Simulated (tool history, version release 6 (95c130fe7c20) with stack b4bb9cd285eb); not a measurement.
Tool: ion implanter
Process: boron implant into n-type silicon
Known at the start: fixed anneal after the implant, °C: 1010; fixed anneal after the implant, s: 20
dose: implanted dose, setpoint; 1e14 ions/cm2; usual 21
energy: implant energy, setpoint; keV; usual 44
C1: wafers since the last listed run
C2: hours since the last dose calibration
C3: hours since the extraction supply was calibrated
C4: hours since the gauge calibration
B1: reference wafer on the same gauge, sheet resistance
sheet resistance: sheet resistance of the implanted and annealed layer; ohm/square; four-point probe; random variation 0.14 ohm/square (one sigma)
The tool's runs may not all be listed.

Run 1, hour 0: usual settings; C1 0; C2 657.1; C3 4645.4; C4 65.7; B1 76.79. Result: sheet resistance 65.28 ohm/square.
Run 2, hour 31: usual settings; C1 692; C2 688.1; C3 4676.4; C4 96.7; B1 76.8. Result: sheet resistance 65.21 ohm/square.
Run 3, hour 55: usual settings; C1 536; C2 712.1; C3 4700.4; C4 120.7; B1 76.79. Result: sheet resistance 65.26 ohm/square.
Run 4, hour 93.1: usual settings but dose 23.17 1e14 ions/cm2; C1 851; C2 750.2; C3 4738.5; C4 158.8; B1 76.79. Result: sheet resistance 60.75 ohm/square.
Run 5, hour 127.1: usual settings but dose 23.17 1e14 ions/cm2; C1 759; C2 784.2; C3 4772.5; C4 192.8; B1 76.8. Result: sheet resistance 60.89 ohm/square.
Run 6, hour 141.5: usual settings; C1 321; C2 798.6; C3 4786.9; C4 207.2; B1 76.81. Result: sheet resistance 65.18 ohm/square.
Run 7, hour 235.6: usual settings but energy 52 keV; C1 2103; C2 892.7; C3 4881; C4 301.3; B1 76.81. Result: sheet resistance 64.45 ohm/square.
Run 8, hour 254.4: usual settings; C1 420; C2 911.5; C3 4899.8; C4 320.1; B1 76.78. Result: sheet resistance 65.38 ohm/square.
Run 9, hour 287.8: usual settings; C1 746; C2 944.9; C3 4933.2; C4 353.5; B1 76.79. Result: sheet resistance 65.62 ohm/square.
Run 10, hour 313.8: usual settings; C1 581; C2 970.9; C3 4959.2; C4 379.5; B1 76.8. Result: sheet resistance 65.23 ohm/square.
Run 11, hour 329.4: usual settings; C1 348; C2 986.5; C3 4974.8; C4 395.1; B1 76.81. Result: sheet resistance 65.46 ohm/square.
Run 12, hour 356.5: usual settings but dose 16.56 1e14 ions/cm2; C1 605; C2 1013.6; C3 5001.9; C4 422.2; B1 76.78. Result: sheet resistance 79.17 ohm/square.
Run 13, hour 387.6: usual settings but energy 54 keV; C1 695; C2 1044.7; C3 5033; C4 453.3; B1 76.8. Result: sheet resistance 64.09 ohm/square.
Run 14, hour 414.6: usual settings but energy 54 keV; C1 603; C2 1071.7; C3 5060; C4 480.3; B1 76.78. Result: sheet resistance 64.47 ohm/square.
Run 15, hour 431.8: usual settings; C1 384; C2 1088.9; C3 5077.2; C4 497.5; B1 76.81. Result: sheet resistance 65.58 ohm/square.
Run 16, hour 458.9: usual settings; C1 605; C2 1116; C3 5104.3; C4 524.6; B1 76.79. Result: sheet resistance 65.58 ohm/square.
Run 17, hour 479.7: usual settings but dose 15.26 1e14 ions/cm2, energy 50.5 keV; C1 464; C2 1136.8; C3 5125.1; C4 545.4; B1 76.8. Result: sheet resistance 83.97 ohm/square.
Run 18, hour 500.8: usual settings; C1 471; C2 1157.9; C3 5146.2; C4 566.5; B1 76.8. Result: sheet resistance 65.31 ohm/square.
Run 19, hour 516.2: usual settings but dose 19.38 1e14 ions/cm2, energy 37 keV; C1 344; C2 1173.3; C3 5161.6; C4 581.9; B1 76.81. Result: sheet resistance 70.86 ohm/square.
At hour 530.2: extraction supply calibrated.
Run 20, hour 537.3: usual settings but energy 54 keV; C1 292; C2 1194.4; C3 7.1; C4 603; B1 76.8. Result: sheet resistance 64.27 ohm/square.
At hour 563.6: Faraday cup replaced and dose calibrated.
Run 21, hour 564.1: usual settings; C1 420; C2 0.5; C3 33.9; C4 629.8; B1 76.8. Result: sheet resistance 64.53 ohm/square.
Run 22, hour 591.9: usual settings but dose 23.22 1e14 ions/cm2, energy 48.5 keV; C1 621; C2 28.3; C3 61.7; C4 657.6; B1 76.77. Result: sheet resistance 59.29 ohm/square.
At hour 602.6: gauge calibrated.
Run 23, hour 618: usual settings but dose 26.41 1e14 ions/cm2, energy 57 keV; C1 583; C2 54.4; C3 87.8; C4 15.4; B1 76.79. Result: sheet resistance 52.8 ohm/square.
Run 24, hour 654.6: usual settings but dose 17.07 1e14 ions/cm2, energy 31.5 keV; C1 817; C2 91; C3 124.4; C4 52; B1 76.78. Result: sheet resistance 78.36 ohm/square.
Run 25, hour 674.3: usual settings; C1 440; C2 110.7; C3 144.1; C4 71.7; B1 76.77. Result: sheet resistance 64.56 ohm/square.
Run 26, hour 691.6: usual settings but dose 16.66 1e14 ions/cm2, energy 37.5 keV; C1 386; C2 128; C3 161.4; C4 89; B1 76.82. Result: sheet resistance 78.61 ohm/square.
Run 27, hour 705.5: usual settings but dose 25.51 1e14 ions/cm2, energy 49.5 keV; C1 310; C2 141.9; C3 175.3; C4 102.9; B1 76.79. Result: sheet resistance 55.19 ohm/square.
Run 28, hour 725.1: usual settings but dose 15.97 1e14 ions/cm2, energy 53 keV; C1 438; C2 161.5; C3 194.9; C4 122.5; B1 76.78. Result: sheet resistance 79.08 ohm/square.
Run 29, hour 747.9: usual settings but energy 34 keV; C1 509; C2 184.3; C3 217.7; C4 145.3; B1 76.79. Result: sheet resistance 67.14 ohm/square.
Run 30, hour 776.3: usual settings but dose 19.22 1e14 ions/cm2, energy 54 keV; C1 634; C2 212.7; C3 246.1; C4 173.7; B1 76.81. Result: sheet resistance 67.84 ohm/square.
Run 31, hour 806.8: usual settings but dose 27.19 1e14 ions/cm2, energy 57.5 keV; C1 681; C2 243.2; C3 276.6; C4 204.2; B1 76.82. Result: sheet resistance 51.74 ohm/square.
Run 32, hour 842.5: usual settings but dose 15.36 1e14 ions/cm2; C1 797; C2 278.9; C3 312.3; C4 239.9; B1 76.78. Result: sheet resistance 83.08 ohm/square.
Run 33, hour 873.2: usual settings; C1 686; C2 309.6; C3 343; C4 270.6; B1 76.83. Result: sheet resistance 64.9 ohm/square.

3 ways to go on from here, each from the tool as it stands after run 33. What would each give?
Run A, hour 873.6: usual settings but dose 25.52 1e14 ions/cm2; C1 8; C2 310; C3 343.4; C4 271; B1 ?. Result: sheet resistance ?.
Run B, hour 873.6: usual settings but dose 23.47 1e14 ions/cm2, energy 39 keV; C1 8; C2 310; C3 343.4; C4 271; B1 ?. Result: sheet resistance ?.
Run C, hour 873.6: usual settings but energy 33 keV; C1 8; C2 310; C3 343.4; C4 271; B1 ?. Result: sheet resistance ?.

run     B1  sheet resistance
  A  76.81             56.23
  B  76.81              60.7
  C  76.81             67.29
Without the tool's hidden state the same runs would have given:
run  sheet resistance
  A             56.05
  B              60.5
  C             67.07
